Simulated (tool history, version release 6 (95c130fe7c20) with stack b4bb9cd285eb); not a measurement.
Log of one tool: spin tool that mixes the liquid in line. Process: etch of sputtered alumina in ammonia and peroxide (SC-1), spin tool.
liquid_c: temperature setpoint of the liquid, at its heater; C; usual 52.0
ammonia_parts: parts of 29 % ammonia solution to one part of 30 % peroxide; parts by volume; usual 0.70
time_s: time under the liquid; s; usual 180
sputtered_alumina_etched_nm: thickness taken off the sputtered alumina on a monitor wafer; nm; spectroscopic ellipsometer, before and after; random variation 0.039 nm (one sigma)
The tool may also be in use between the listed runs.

run,hour,liquid_c,ammonia_parts,time_s,wafers since the last listed run,hours since the thermometer was replaced,hours since the ammonia flow meter was replaced,hours since the heated supply line was repaired,hours since the drum of ammonia solution was connected,hours since the gauge calibration,"read-back film thickness of the sputtered alumina reference wafer, read on the same gauge (nm)",sputtered_alumina_etched_nm
1,0.0,47.5,0.70,180,0,2114.8,617.0,215.6,378.8,2487.9,109.99,8.71
# hour 38.8: thermometer replaced
2,64.8,47.5,0.70,180,641,26.0,681.8,280.4,443.6,2552.7,109.99,8.70
# hour 109.9: heated supply line repaired, repeated, since the last time left the tool worse
# hour 134.5: gauge calibrated
3,134.9,52.0,0.70,180,695,96.1,751.9,25.0,513.7,0.4,110.03,11.97
4,160.6,44.0,0.45,105,258,121.8,777.6,50.7,539.4,26.1,110.03,4.29
5,230.2,55.0,0.70,95,700,191.4,847.2,120.3,609.0,95.7,110.04,7.41
6,260.9,44.0,0.70,180,308,222.1,877.9,151.0,639.7,126.4,109.99,7.64
7,329.1,47.5,0.70,180,686,290.3,946.1,219.2,707.9,194.6,110.01,9.30
8,383.8,52.0,0.70,180,550,345.0,1000.8,273.9,762.6,249.3,110.01,11.96
9,447.1,60.5,1.00,245,636,408.3,1064.1,337.2,825.9,312.6,110.01,26.26
10,483.6,52.0,0.70,180,367,444.8,1100.6,373.7,862.4,349.1,110.01,11.95
11,512.5,44.0,0.85,280,290,473.7,1129.5,402.6,891.3,378.0,110.00,12.07
12,562.9,52.0,0.70,180,507,524.1,1179.9,453.0,941.7,428.4,109.97,11.90
# hour 582.5: ammonia flow meter replaced
13,612.7,52.0,0.70,180,490,573.9,30.2,502.8,991.5,478.2,109.96,11.90
14,748.6,52.0,0.70,220,1367,709.8,166.1,638.7,1127.4,614.1,110.03,14.41
# hour 762.5: new drum of ammonia solution connected
15,773.6,52.0,0.70,180,241,734.8,191.1,663.7,11.1,639.1,110.05,11.82
16,801.4,52.0,0.70,180,279,762.6,218.9,691.5,38.9,666.9,110.01,11.90
17,864.2,46.0,0.40,85,631,825.4,281.7,754.3,101.7,729.7,109.95,3.81
18,924.0,45.0,0.80,130,601,885.2,341.5,814.1,161.5,789.5,110.00,5.87
19,984.7,62.0,0.85,130,610,945.9,402.2,874.8,222.2,850.2,110.00,14.78
20,1051.6,52.0,0.70,180,673,1012.8,469.1,941.7,289.1,917.1,110.02,11.87
21,1123.1,48.5,0.55,115,719,1084.3,540.6,1013.2,360.6,988.6,110.01,6.09
22,1167.8,52.0,0.40,180,449,1129.0,585.3,1057.9,405.3,1033.3,110.02,11.22
23,1228.2,52.0,0.70,180,607,1189.4,645.7,1118.3,465.7,1093.7,110.00,11.80
24,1257.9,42.0,0.80,180,298,1219.1,675.4,1148.0,495.4,1123.4,110.01,6.81
25,1298.4,52.0,0.80,180,407,1259.6,715.9,1188.5,535.9,1163.9,109.97,11.98

3 ways to go on from here, each from the tool as it stands after run 25. What would each give?
A,1298.9,52.0,0.70,180,5,1260.1,716.4,1189.0,536.4,1164.4,?,?
B,1298.9,52.0,1.05,180,5,1260.1,716.4,1189.0,536.4,1164.4,?,?
C,1298.9,58.5,0.95,90,5,1260.1,716.4,1189.0,536.4,1164.4,?,?

run,"read-back film thickness of the sputtered alumina reference wafer, read on the same gauge (nm)",sputtered_alumina_etched_nm
A,110.05,11.88
B,110.05,12.35
C,110.05,8.64
Without the tool's hidden state the same runs would have given:
run,sputtered_alumina_etched_nm
A,12.06
B,12.54
C,8.76
